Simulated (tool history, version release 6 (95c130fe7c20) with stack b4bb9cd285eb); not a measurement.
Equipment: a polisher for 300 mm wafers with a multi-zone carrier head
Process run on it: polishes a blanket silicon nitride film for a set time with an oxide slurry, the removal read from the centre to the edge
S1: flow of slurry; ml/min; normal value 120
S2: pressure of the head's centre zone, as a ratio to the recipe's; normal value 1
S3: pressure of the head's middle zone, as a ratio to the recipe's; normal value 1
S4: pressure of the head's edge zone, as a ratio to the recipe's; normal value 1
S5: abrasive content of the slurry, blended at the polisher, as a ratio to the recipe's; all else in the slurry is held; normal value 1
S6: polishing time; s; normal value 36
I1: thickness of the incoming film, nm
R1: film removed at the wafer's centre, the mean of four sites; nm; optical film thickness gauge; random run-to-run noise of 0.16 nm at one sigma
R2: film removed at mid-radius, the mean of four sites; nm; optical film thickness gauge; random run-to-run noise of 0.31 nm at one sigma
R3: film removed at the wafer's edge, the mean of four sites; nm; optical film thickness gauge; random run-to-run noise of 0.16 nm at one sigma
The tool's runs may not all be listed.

run	hour	S1	S2	S3	S4	S5	S6	I1	R1	R2	R3
1	0	120	1	1	1	1	36	530	21.2	21.1	20.7
# hour 41.9: carrier head's membrane replaced by a new one
2	49.1	120	1	1	1	1	36	528.4	21.6	20.9	20.9
# hour 76.8: worn pad replaced by a new one
3	79.8	120	1.08	1	1	1	36	525.4	22.9	21.2	20.7
4	104.8	120	1.08	1	1	1	36	528.9	23.1	20.9	20.8
# hour 117.4: slurry nozzle cleaned
5	174.1	100	1	1	0.89	1	36	537.4	20.4	20.1	19.2
6	208.3	120	1.03	1.1	1	1.2	47	535.5	31.4	31.4	28.7
7	280.3	120	0.94	1.08	1	1	36	533.1	20.4	22.5	20.8
8	336	120	1	1	0.91	1	36	522.6	21.8	21.2	20.1
9	375.6	120	0.94	1.08	1	1	36	533.1	20.4	22.7	20.4
10	414.9	120	0.91	1	0.93	0.85	25	525.1	12.8	13.3	13.4
# hour 419.5: worn pad replaced by a new one
# hour 448.4: edge zone pressure recalibrated
# hour 470.5: slurry nozzle cleaned
11	471	85	1	1	1	1.15	30	534.1	17.3	16.6	17.3
12	500.7	120	1	0.96	1.04	1	36	526	21.9	20.1	20.8
13	525.1	120	1	1	1	1	36	529.5	21.7	20.8	20.8
14	586.9	120	1	1	1	1	36	530.2	22	20.7	20.7
15	617.7	120	1	1.04	1	1	36	523.3	21.8	21.1	20.4
# hour 628.7: carrier head's membrane replaced by a new one
16	668.1	120	1	1	1.09	1	33	529	20	18.9	19.7
17	717.7	120	1.04	1	1	0.8	36	528.7	21	19.2	18.8
# hour 730.1: worn pad replaced by a new one
18	784.3	120	1	1	1	1	36	530.5	22.3	21	20.9
# hour 791.1: slurry nozzle cleaned
19	828.4	120	1	1	1	1	36	537	21.9	20.7	20.7
20	868.6	120	0.96	1	1	1.3	49	538.1	31.8	31.4	31.2

5 ways to go on from here, each from the tool as it stands after run 20. What would each give?
A	869	120	1	1	1	1	42	535.5	?	?	?
B	869	120	0.96	1	1	1.2	36	535.5	?	?	?
C	869	120	0.9	1	1	1	36	535.5	?	?	?
D	869	145	1.05	1.11	1	0.8	36	535.5	?	?	?
E	869	100	1.08	1	1.07	0.9	36	535.5	?	?	?

run	R1	R2	R3
A	25.7	24.2	24.5
B	22.7	22.2	22.5
C	19.8	20.7	21
D	22.1	21.5	19.7
E	21.7	19	20
Stripped of hidden state, with their random variation kept, the same runs would have yielded:
run	R1	R2	R3
A	24.6	24.2	24.5
B	21.6	22.2	22.5
C	18.9	20.7	21
D	21.1	21.5	19.7
E	20.8	19	20

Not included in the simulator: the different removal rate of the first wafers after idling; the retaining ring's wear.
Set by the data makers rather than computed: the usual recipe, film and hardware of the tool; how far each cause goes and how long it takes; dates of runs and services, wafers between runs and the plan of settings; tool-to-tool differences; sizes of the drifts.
